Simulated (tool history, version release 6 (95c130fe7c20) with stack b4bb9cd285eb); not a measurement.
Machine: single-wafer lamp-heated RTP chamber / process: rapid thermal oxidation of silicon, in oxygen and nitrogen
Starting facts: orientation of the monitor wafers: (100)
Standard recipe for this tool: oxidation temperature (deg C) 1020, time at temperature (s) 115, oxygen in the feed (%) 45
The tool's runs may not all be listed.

run,hour,oxidation temperature (deg C),time at temperature (s),oxygen in the feed (%),wafers since the last listed run,wafers since the last pyrometer calibration,hours since the oxygen flow controller was replaced,hours since the gauge calibration,"read-back reference wafer on the same gauge, thickness",oxide thickness on the monitor wafer (nm)
1,0,1020,72,45,0,2674,5322.4,49.2,6.232,6.046
2,41.4,1020,72,45,233,2908,5363.8,90.6,6.232,6.059
3,102.2,1020,115,45,343,3251,5424.6,151.4,6.237,7.48
4,155.6,1020,115,45,301,3553,5478,204.8,6.232,7.472
5,189.8,1020,115,45,193,3746,5512.2,239,6.228,7.456
6,228.6,1020,115,45,219,3965,5551,277.8,6.228,7.483
# hour 245.2: pyrometer window cleaned and pyrometer calibrated
7,257.8,1020,115,45,119,71,5580.2,307,6.228,7.217
# hour 284.6: oxygen flow controller replaced
8,304.7,1020,163,45,219,291,20.1,353.9,6.232,8.513
9,328.9,1020,65,20,136,427,44.3,378.1,6.229,4.346
10,357.9,1020,115,45,163,591,73.3,407.1,6.229,7.273
# hour 364.8: gauge calibrated
11,410.8,1047,115,45,298,890,126.2,46,6.231,8.846
12,464.7,1020,90,55,304,1194,180.1,99.9,6.229,7.031
13,529.3,990,131,62,364,1559,244.7,164.5,6.229,7.036
14,575.2,1020,65,20,259,1818,290.6,210.4,6.232,4.414
15,625.2,1020,115,45,282,2100,340.6,260.4,6.227,7.388

4 ways to go on from here, each from the tool as it stands after run 15. What would each give?
A,625.7,1020,115,45,2,2103,341.1,260.9,?,?
B,625.7,1020,115,61,2,2103,341.1,260.9,?,?
C,625.7,1020,77,26,2,2103,341.1,260.9,?,?
D,625.7,998,86,66,2,2103,341.1,260.9,?,?

run,"read-back reference wafer on the same gauge, thickness",oxide thickness on the monitor wafer (nm)
A,6.224,7.421
B,6.224,8.269
C,6.224,5.153
D,6.224,6.366
Without the tool's hidden state the same runs would have given:
run,oxide thickness on the monitor wafer (nm)
A,7.213
B,8.035
C,5.017
D,6.183
